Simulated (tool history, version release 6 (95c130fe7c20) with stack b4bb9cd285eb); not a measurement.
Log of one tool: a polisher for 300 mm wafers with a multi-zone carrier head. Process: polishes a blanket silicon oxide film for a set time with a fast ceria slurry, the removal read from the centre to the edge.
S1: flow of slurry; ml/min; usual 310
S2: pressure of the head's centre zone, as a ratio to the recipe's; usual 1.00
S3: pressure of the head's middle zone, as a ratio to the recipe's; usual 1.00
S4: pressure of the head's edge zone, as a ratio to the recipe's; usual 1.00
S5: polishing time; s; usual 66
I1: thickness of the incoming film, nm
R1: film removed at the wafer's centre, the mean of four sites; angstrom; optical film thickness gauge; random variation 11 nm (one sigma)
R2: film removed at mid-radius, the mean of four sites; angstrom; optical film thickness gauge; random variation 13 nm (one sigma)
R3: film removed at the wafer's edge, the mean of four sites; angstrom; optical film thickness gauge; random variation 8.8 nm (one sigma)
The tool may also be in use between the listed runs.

run	hour	S1	S2	S3	S4	S5	I1	R1	R2	R3
1	0.0	310	1.00	1.00	1.00	66	2611.1	9344	10257	10501
# hour 75.0: worn pad replaced by a new one
2	75.5	310	1.00	1.00	1.00	66	2623.9	9389	9932	10805
3	105.4	245	1.00	1.00	1.00	66	2625.7	9060	9780	10499
4	133.8	245	1.00	1.00	1.00	66	2591.0	9107	9829	10368
# hour 158.7: slurry nozzle cleaned
5	174.2	245	1.00	1.00	1.00	66	2553.5	9085	9952	10278
6	223.4	310	0.92	1.08	1.00	66	2578.2	8563	10658	10604
7	273.8	310	0.92	1.08	1.00	66	2529.9	8596	10774	10423
# hour 316.2: centre zone pressure recalibrated
8	336.3	310	0.92	1.08	1.00	66	2549.1	9473	10782	10581
9	401.3	310	1.00	1.00	1.00	66	2568.3	10112	10054	10367
# hour 409.2: worn pad replaced by a new one, of another model than before
# hour 411.3: slurry nozzle cleaned
# hour 449.8: edge zone pressure recalibrated
10	584.6	310	1.00	1.00	0.88	66	2614.0	9525	10002	10005
# hour 636.9: carrier head's membrane replaced by a new one
11	650.5	410	1.00	1.00	1.00	75	2584.2	11087	11816	12072
# hour 683.4: worn pad replaced by a new one
12	689.2	270	1.00	1.06	0.96	66	2557.8	9286	10454	10338
# hour 735.5: slurry nozzle cleaned
13	747.5	310	1.11	0.94	0.89	53	2544.8	8284	7838	8180
14	786.9	310	1.00	1.08	1.00	66	2619.2	9527	10817	10382
15	842.9	310	1.00	0.88	1.00	88	2597.4	12217	12043	14090
16	889.2	310	1.00	1.00	1.00	66	2589.7	9376	10029	10524
# hour 939.3: worn pad replaced by a new one
17	949.5	310	1.00	1.00	1.06	66	2570.8	9289	10405	10983
# hour 1007.7: slurry nozzle cleaned
18	1018.5	235	0.94	0.89	1.00	60	2596.7	7712	8299	9511
19	1063.7	310	0.89	1.00	1.00	47	2615.6	5944	7350	7574
20	1111.0	310	1.08	1.00	1.00	66	2579.8	9880	10286	10682
21	1181.0	310	1.00	1.00	1.00	53	2587.2	7229	8121	8348
22	1207.3	235	0.94	0.89	1.00	60	2598.7	7485	8187	9501
# hour 1214.2: centre zone pressure recalibrated
# hour 1236.5: worn pad replaced by a new one
23	1243.7	310	1.00	1.00	1.00	66	2591.9	10308	10117	10426

Hidden state or all else? Some run-to-run changes of R1, split into what the settings, what came in and random variation would give without the hidden state, and what is left for the hidden state (with any gauge scatter that isn't in both results):
The hidden state here: removal rate lost through wear of the pad, %; slurry flow missing at the pad, %; deviation of the centre zone's pressure from its setpoint, %; deviation of the edge zone's pressure from its setpoint, %.
Run 7 -> 8: centre zone pressure recalibrated. R1 +877 angstrom: hidden state +889, all else -12.
Run 15 -> 16: S3 0.88 -> 1.00, S5 88 -> 66. R1 -2841 angstrom: hidden state +308, all else -3149.
Run 19 -> 20: S2 0.89 -> 1.08, S5 47 -> 66. R1 +3936 angstrom: hidden state -554, all else +4490.
Run 22 -> 23: S1 235 -> 310, S2 0.94 -> 1.00, S3 0.89 -> 1.00, S5 60 -> 66, centre zone pressure recalibrated, worn pad replaced by a new one. R1 +2823 angstrom: hidden state +1043, all else +1780.
